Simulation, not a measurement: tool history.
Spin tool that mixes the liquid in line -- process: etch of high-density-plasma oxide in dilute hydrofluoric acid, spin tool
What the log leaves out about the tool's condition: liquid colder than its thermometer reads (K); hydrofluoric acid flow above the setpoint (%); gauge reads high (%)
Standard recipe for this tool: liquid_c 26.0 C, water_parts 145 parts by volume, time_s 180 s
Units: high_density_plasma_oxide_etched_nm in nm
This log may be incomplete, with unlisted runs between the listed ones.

run,hour,liquid_c,water_parts,time_s,wafers since the last listed run,hours since the thermometer was replaced,hours since the hydrofluoric acid flow meter was replaced,hours since the gauge calibration,"read-back film thickness of the high-density-plasma oxide reference wafer, read on the same gauge (nm)",high_density_plasma_oxide_etched_nm
1,0.0,29.5,145,180,0,928.9,5.9,2606.0,139.96,9.77
2,70.4,29.5,145,180,310,999.3,76.3,2676.4,140.04,9.74
3,140.5,26.0,145,180,309,1069.4,146.4,2746.5,140.00,8.69
4,220.4,26.0,145,180,352,1149.3,226.3,2826.4,140.00,8.66
5,307.2,26.0,145,180,383,1236.1,313.1,2913.2,140.01,8.76
6,375.0,26.0,145,180,299,1303.9,380.9,2981.0,139.98,8.74
7,526.2,26.0,145,180,667,1455.1,532.1,3132.2,139.94,8.82
8,568.3,26.0,170,180,185,1497.2,574.2,3174.3,140.00,7.35
9,636.9,23.5,200,180,302,1565.8,642.8,3242.9,140.03,5.51
# hour 661.3: hydrofluoric acid flow meter replaced
10,710.3,31.0,120,235,319,1639.2,49.0,3316.3,140.05,16.92
11,784.6,26.0,145,180,327,1713.5,123.3,3390.6,140.01,8.71
12,883.8,26.0,145,180,437,1812.7,222.5,3489.8,139.98,8.77
13,924.8,26.0,145,180,180,1853.7,263.5,3530.8,140.01,8.76
14,964.2,26.0,145,180,173,1893.1,302.9,3570.2,139.98,8.75
# hour 1021.0: gauge calibrated
15,1243.8,30.0,145,285,1234,2172.7,582.5,222.8,140.03,16.37
16,1307.3,26.0,195,270,280,2236.2,646.0,286.3,139.99,9.42
17,1355.6,30.0,210,265,213,2284.5,694.3,334.6,140.00,9.77
18,1398.6,26.0,145,180,189,2327.5,737.3,377.6,140.03,9.00
# hour 1451.8: hydrofluoric acid flow meter replaced
19,1480.3,26.0,165,265,356,2409.2,28.5,459.3,139.96,10.68
20,1557.1,26.0,145,140,338,2486.0,105.3,536.1,139.99,6.63
21,1642.2,30.5,200,85,375,2571.1,190.4,621.2,139.96,3.26
# hour 1803.6: thermometer replaced
22,1827.1,26.0,145,180,811,23.5,375.3,806.1,140.02,8.84
23,1902.8,26.0,145,80,334,99.2,451.0,881.8,140.02,3.94
# hour 2082.1: hydrofluoric acid flow meter replaced
24,2202.2,26.0,145,220,1317,398.6,120.1,1181.2,139.98,10.63
25,2267.9,29.5,170,150,289,464.3,185.8,1246.9,140.02,6.79

Predict the results of run 26:
26,2331.2,26.0,145,180,279,527.6,249.1,1310.2,?,?

read-back film thickness of the high-density-plasma oxide reference wafer, read on the same gauge (nm): 140.01
high_density_plasma_oxide_etched_nm: 8.68 nm
On a tool with no hidden condition, and with the same random variation, this run would have come out at high_density_plasma_oxide_etched_nm 8.55 nm.
